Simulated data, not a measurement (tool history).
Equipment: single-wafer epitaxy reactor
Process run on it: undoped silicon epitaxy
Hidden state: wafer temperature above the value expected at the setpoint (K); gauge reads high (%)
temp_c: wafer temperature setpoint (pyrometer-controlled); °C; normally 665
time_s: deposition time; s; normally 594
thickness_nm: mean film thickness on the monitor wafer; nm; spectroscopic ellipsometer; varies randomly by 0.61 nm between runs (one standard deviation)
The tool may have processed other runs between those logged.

| run | hour | temp_c | time_s | wafers since the last listed run | hours since the last pyrometer calibration | hours since the gauge calibration | read-back reference wafer on the same gauge, thickness_nm | thickness_nm |
|---|---|---|---|---|---|---|---|---|
| 1 | 0.0 | 665 | 594 | 0 | 478.8 | 155.7 | 181.837 | 163.378 |
| 2 | 6.5 | 669 | 594 | 26 | 485.3 | 162.2 | 182.133 | 178.949 |
| 3 | 23.2 | 669 | 594 | 68 | 502.0 | 178.9 | 182.008 | 179.466 |
| 4 | 30.2 | 665 | 594 | 28 | 509.0 | 185.9 | 182.051 | 163.373 |
| 5 | 37.7 | 665 | 594 | 30 | 516.5 | 193.4 | 182.003 | 163.802 |
| 6 | 53.6 | 665 | 594 | 65 | 532.4 | 209.3 | 182.090 | 164.774 |
| 7 | 67.6 | 657 | 594 | 57 | 546.4 | 223.3 | 181.939 | 134.448 |
| 8 | 74.0 | 657 | 594 | 26 | 552.8 | 229.7 | 181.977 | 135.775 |
| 9 | 85.4 | 665 | 594 | 47 | 564.2 | 241.1 | 181.984 | 164.199 |
| 10 | 101.0 | 665 | 594 | 64 | 579.8 | 256.7 | 182.069 | 164.174 |
| 11 | 112.1 | 674 | 594 | 45 | 590.9 | 267.8 | 182.182 | 202.097 |
| 12 | 124.3 | 674 | 594 | 50 | 603.1 | 280.0 | 182.228 | 203.395 |
| 13 | 134.5 | 665 | 631 | 42 | 613.3 | 290.2 | 181.933 | 174.261 |
| 14 | 143.6 | 665 | 631 | 37 | 622.4 | 299.3 | 181.982 | 175.184 |
| 15 | 156.1 | 665 | 631 | 51 | 634.9 | 311.8 | 181.892 | 173.381 |
| 16 | 168.3 | 668 | 594 | 50 | 647.1 | 324.0 | 182.000 | 176.797 |
| 17 | 176.9 | 668 | 594 | 35 | 655.7 | 332.6 | 181.952 | 176.671 |
| 18 | 187.7 | 669 | 676 | 44 | 666.5 | 343.4 | 181.916 | 206.953 |
| 19 | 194.9 | 670 | 594 | 29 | 673.7 | 350.6 | 181.945 | 185.714 |
| 20 | 202.9 | 665 | 594 | 32 | 681.7 | 358.6 | 182.032 | 163.958 |
|  | 203.9 | gauge calibrated |
| 21 | 219.0 | 665 | 594 | 66 | 697.8 | 15.1 | 182.048 | 165.224 |
| 22 | 230.8 | 665 | 594 | 48 | 709.6 | 26.9 | 182.153 | 164.399 |
| 23 | 244.3 | 657 | 549 | 55 | 723.1 | 40.4 | 181.841 | 125.787 |
| 24 | 251.7 | 669 | 516 | 30 | 730.5 | 47.8 | 182.157 | 156.669 |
| 25 | 268.4 | 665 | 594 | 68 | 747.2 | 64.5 | 182.033 | 164.919 |
| 26 | 282.2 | 678 | 513 | 56 | 761.0 | 78.3 | 182.092 | 191.884 |
| 27 | 289.2 | 672 | 629 | 28 | 768.0 | 85.3 | 181.917 | 205.934 |
| 28 | 296.6 | 651 | 706 | 30 | 775.4 | 92.7 | 181.877 | 139.516 |
| 29 | 305.5 | 665 | 678 | 36 | 784.3 | 101.6 | 182.037 | 188.624 |
| 30 | 320.8 | 661 | 477 | 63 | 799.6 | 116.9 | 182.095 | 121.244 |
| 31 | 330.1 | 658 | 533 | 38 | 808.9 | 126.2 | 182.158 | 125.364 |
| 32 | 343.6 | 672 | 499 | 55 | 822.4 | 139.7 | 181.935 | 163.672 |
| 33 | 361.2 | 665 | 632 | 72 | 840.0 | 157.3 | 181.922 | 176.950 |
| 34 | 376.1 | 675 | 707 | 61 | 854.9 | 172.2 | 181.945 | 247.130 |
| 35 | 388.0 | 665 | 594 | 49 | 866.8 | 184.1 | 181.719 | 165.373 |
| 36 | 395.8 | 678 | 707 | 32 | 874.6 | 191.9 | 182.089 | 268.113 |
| 37 | 413.7 | 654 | 547 | 73 | 892.5 | 209.8 | 182.116 | 116.734 |
| 38 | 423.2 | 655 | 682 | 39 | 902.0 | 219.3 | 181.932 | 149.287 |
| 39 | 431.8 | 652 | 594 | 35 | 910.6 | 227.9 | 181.949 | 120.902 |
|  | 448.4 | pyrometer calibrated |
| 40 | 448.9 | 665 | 594 | 37 | 0.5 | 245.0 | 181.846 | 154.378 |
| 41 | 460.0 | 665 | 685 | 45 | 11.6 | 256.1 | 182.234 | 177.478 |
| 42 | 472.9 | 673 | 548 | 53 | 24.5 | 269.0 | 182.079 | 172.161 |
| 43 | 490.3 | 665 | 594 | 71 | 41.9 | 286.4 | 182.062 | 155.968 |
|  | 504.3 | gauge calibrated |
| 44 | 542.5 | 665 | 524 | 215 | 94.1 | 38.2 | 182.186 | 136.839 |
| 45 | 551.7 | 680 | 488 | 37 | 103.3 | 47.4 | 182.013 | 183.843 |
| 46 | 595.8 | 665 | 594 | 181 | 147.4 | 91.5 | 182.068 | 158.501 |

Describe how what the log doesn't record of the tool's condition differs between the last listed run preceding each entry between runs and the first listed run following it.
Runs 20 to 21: gauge calibrated (hour 203.9)
  wafer temperature above the value expected at the setpoint (K): 2.71 -> 2.72
  measured minus no-state result, thickness_nm: +10.245 -> +10.376 nm
Runs 39 to 40: pyrometer calibrated (hour 448.4)
  wafer temperature above the value expected at the setpoint (K): 2.85 -> -0.11
  measured minus no-state result, thickness_nm: +8.189 -> -0.407 nm
Runs 43 to 44: gauge calibrated (hour 504.3)
  wafer temperature above the value expected at the setpoint (K): 0.195 -> 0.527
  measured minus no-state result, thickness_nm: +0.725 -> +1.711 nm
